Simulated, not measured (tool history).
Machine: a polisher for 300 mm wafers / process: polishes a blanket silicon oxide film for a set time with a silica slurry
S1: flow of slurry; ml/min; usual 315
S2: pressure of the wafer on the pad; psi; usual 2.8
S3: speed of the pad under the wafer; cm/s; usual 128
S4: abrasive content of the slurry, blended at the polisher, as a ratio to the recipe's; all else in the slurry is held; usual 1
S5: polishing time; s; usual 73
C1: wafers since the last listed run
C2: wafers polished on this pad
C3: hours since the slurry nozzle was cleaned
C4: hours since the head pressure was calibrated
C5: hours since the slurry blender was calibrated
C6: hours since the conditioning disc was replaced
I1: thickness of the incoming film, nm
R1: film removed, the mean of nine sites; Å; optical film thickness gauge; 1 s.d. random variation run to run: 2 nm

run,hour,S1,S2,S3,S4,S5,C1,C2,C3,C4,C5,C6,I1,R1
1,0,315,3.5,96,1,73,0,3111,501.5,23.7,119.3,330.7,1247.2,1593
2,78.2,315,3.5,96,1,73,541,3652,579.7,101.9,197.5,408.9,1245.1,1565
3,164.9,315,3.5,96,1,73,599,4252,666.4,188.6,284.2,495.6,1229.6,1569
4,220.5,315,2.8,128,1,73,384,4636,722,244.2,339.8,551.2,1240.2,1546
# hour 301.4: slurry nozzle cleaned
5,312.6,315,2.8,128,1.15,73,630,5267,11.2,336.3,431.9,643.3,1229.8,1591
# hour 339.4: worn pad replaced by a new one
6,362.9,315,2.8,118,1,86,320,162,61.5,386.6,482.2,693.6,1240.7,1866
# hour 404: conditioning disc replaced and pad reconditioned
# hour 520.6: slurry blender recalibrated
7,605.9,210,2.8,128,0.9,73,1653,1816,304.5,629.6,85.3,201.9,1229.7,1573
8,703,315,2.8,102,1,64,671,2488,401.6,726.7,182.4,299,1236.3,1195
9,754.9,280,2.8,128,0.85,73,359,2847,453.5,778.6,234.3,350.9,1218.1,1484
10,848.1,385,3.6,128,1.25,60,644,3492,546.7,871.8,327.5,444.1,1238.6,1847
11,920.6,315,2.8,128,1,97,501,3994,619.2,944.3,400,516.6,1252.7,2125
# hour 968.2: worn pad replaced by a new one
# hour 1005.2: head pressure recalibrated
12,1021.6,315,2.8,128,1,54,657,355,720.2,16.4,501,617.6,1238.6,1261
13,1076.3,315,2.8,128,1,85,378,734,774.9,71.1,555.7,672.3,1228.2,1955
# hour 1091.4: slurry nozzle cleaned
# hour 1142.3: conditioning disc replaced and pad reconditioned
14,1158.8,230,1.9,128,0.8,73,550,1284,67.4,153.6,638.2,16.5,1263.4,982
# hour 1217.5: slurry blender recalibrated
15,1252.6,420,2.8,128,0.8,97,635,1919,161.2,247.4,35.1,110.3,1237.2,2054
16,1289.5,315,2.8,128,1,55,255,2174,198.1,284.3,72,147.2,1249.1,1248
17,1386.7,250,2.8,128,1,73,672,2847,295.3,381.5,169.2,244.4,1244.9,1608
18,1424,315,2.8,128,1,73,258,3105,332.6,418.8,206.5,281.7,1227.5,1630
19,1519.4,315,2.8,156,1,65,660,3765,428,514.2,301.9,377.1,1240.2,1680
20,1590.1,315,2.8,128,1,73,489,4254,498.7,584.9,372.6,447.8,1241.8,1575
21,1654.3,315,3.3,128,1,95,444,4699,562.9,649.1,436.8,512,1261.7,2359
# hour 1702.5: worn pad replaced by a new one
22,1718.5,315,2.8,128,1,73,416,110,627.1,713.3,501,576.2,1237.4,1746
23,1808.9,315,2.8,128,1,73,625,736,717.5,803.7,591.4,666.6,1231.4,1701

Run 24 comes next. What will it give?
24,1849.8,380,3.3,128,1,73,283,1019,758.4,844.6,632.3,707.5,1246.4,?

R1: 2011 Å
With no hidden state in the tool, this same run would have given R1 2158 Å.
